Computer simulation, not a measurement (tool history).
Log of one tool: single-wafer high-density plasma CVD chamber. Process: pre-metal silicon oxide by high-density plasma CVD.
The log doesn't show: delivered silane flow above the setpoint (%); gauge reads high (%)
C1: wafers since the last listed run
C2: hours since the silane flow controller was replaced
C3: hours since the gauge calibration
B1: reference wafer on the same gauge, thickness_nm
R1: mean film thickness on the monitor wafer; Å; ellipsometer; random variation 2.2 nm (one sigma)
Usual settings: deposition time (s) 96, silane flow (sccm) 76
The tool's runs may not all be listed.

Run 1, hour 0: usual settings but silane flow (sccm) 84; C1 0; C2 2923.1; C3 155.8; B1 852.826. Result: R1 8272.96 Å.
Run 2, hour 54: usual settings but silane flow (sccm) 84; C1 1150; C2 2977.1; C3 209.8; B1 853.458. Result: R1 8275.98 Å.
Run 3, hour 95.6: usual settings; C1 886; C2 3018.7; C3 251.4; B1 851.95. Result: R1 7508.72 Å.
Run 4, hour 166.4: usual settings; C1 1507; C2 3089.5; C3 322.2; B1 853.148. Result: R1 7465.13 Å.
Run 5, hour 231.9: usual settings; C1 1395; C2 3155; C3 387.7; B1 853.203. Result: R1 7493.06 Å.
Run 6, hour 273.4: usual settings; C1 883; C2 3196.5; C3 429.2; B1 852.831. Result: R1 7450.73 Å.
Run 7, hour 301.8: usual settings; C1 604; C2 3224.9; C3 457.6; B1 853.206. Result: R1 7468.33 Å.
At hour 329.6: silane flow controller replaced.
Run 8, hour 340.3: usual settings but silane flow (sccm) 81; C1 649; C2 10.7; C3 496.1; B1 853.715. Result: R1 8408.53 Å.

Run 9 comes next. What will it give?
Run 9, hour 378.1: usual settings; C1 805; C2 48.5; C3 533.9; B1 ?. Result: R1 ?.

{"run 9": {"B1": 853.537, "R1": 7869.73}}
Without the tool's hidden state the same run would have given R1 7945.09 Å.
